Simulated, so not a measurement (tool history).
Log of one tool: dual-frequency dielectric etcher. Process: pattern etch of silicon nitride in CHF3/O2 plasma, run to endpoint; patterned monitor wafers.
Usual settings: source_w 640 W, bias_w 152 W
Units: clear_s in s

run	hour	source_w	bias_w	wafers since the last listed run	hours since the last wet clean	hours since the last source power generator calibration	hours since the last bias power generator calibration	hours since the last upper electrode change	incoming incoming film thickness, nm	clear_s
1	0.0	640	152	0	53.4	1902.4	2038.9	3821.7	61.5	40.8
2	83.1	640	152	1104	136.5	1985.5	2122.0	3904.8	61.1	40.0
3	110.5	640	152	364	163.9	2012.9	2149.4	3932.2	60.8	39.6
4	181.9	640	152	948	235.3	2084.3	2220.8	4003.6	61.7	39.6
5	211.8	640	152	397	265.2	2114.2	2250.7	4033.5	60.2	39.1
6	263.6	640	130	688	317.0	2166.0	2302.5	4085.3	60.9	40.7
# hour 312.5: wet clean of the chamber
# hour 312.9: upper electrode replaced
7	313.4	640	130	337	0.9	2215.8	2352.3	0.5	60.7	41.4
8	333.5	640	130	267	21.0	2235.9	2372.4	20.6	60.9	41.4
9	394.1	640	152	805	81.6	2296.5	2433.0	81.2	59.8	39.6
10	449.7	590	165	738	137.2	2352.1	2488.6	136.8	60.8	39.7
11	514.5	640	152	860	202.0	2416.9	2553.4	201.6	60.8	40.1
12	543.9	640	152	390	231.4	2446.3	2582.8	231.0	60.4	39.1
13	598.8	780	152	729	286.3	2501.2	2637.7	285.9	60.7	37.3
# hour 617.1: source power generator calibrated
14	659.4	530	115	751	346.9	42.3	2698.3	346.5	61.0	43.5
# hour 709.7: bias power generator calibrated
# hour 728.4: wet clean of the chamber
15	729.3	710	130	626	0.9	112.2	19.6	416.4	60.9	40.8
16	783.8	640	126	724	55.4	166.7	74.1	470.9	61.0	41.9
17	845.8	700	118	823	117.4	228.7	136.1	532.9	60.9	41.5
18	876.3	540	183	405	147.9	259.2	166.6	563.4	61.2	39.8
19	901.1	640	167	329	172.7	284.0	191.4	588.2	61.0	38.9
20	940.0	750	152	516	211.6	322.9	230.3	627.1	61.1	38.5
21	997.4	640	185	762	269.0	380.3	287.7	684.5	60.7	37.4

How the hidden state differs across the entries between the runs, from the last listed run before each to the first after it:
Between runs 6 and 7: wet clean of the chamber (hour 312.5); upper electrode replaced (hour 312.9)
  etch rate over this chamber's usual, %: 3.12 -> 0.509
  measured less the result without the state, clear_s: -1.3 -> -0.2 s
Between runs 13 and 14: source power generator calibrated (hour 617.1)
  etch rate over this chamber's usual, %: 3.04 -> 3.58
  measured less the result without the state, clear_s: -1.1 -> -1.6 s
Between runs 14 and 15: bias power generator calibrated (hour 709.7); wet clean of the chamber (hour 728.4)
  etch rate over this chamber's usual, %: 3.58 -> 0.251
  measured less the result without the state, clear_s: -1.6 -> -0.1 s
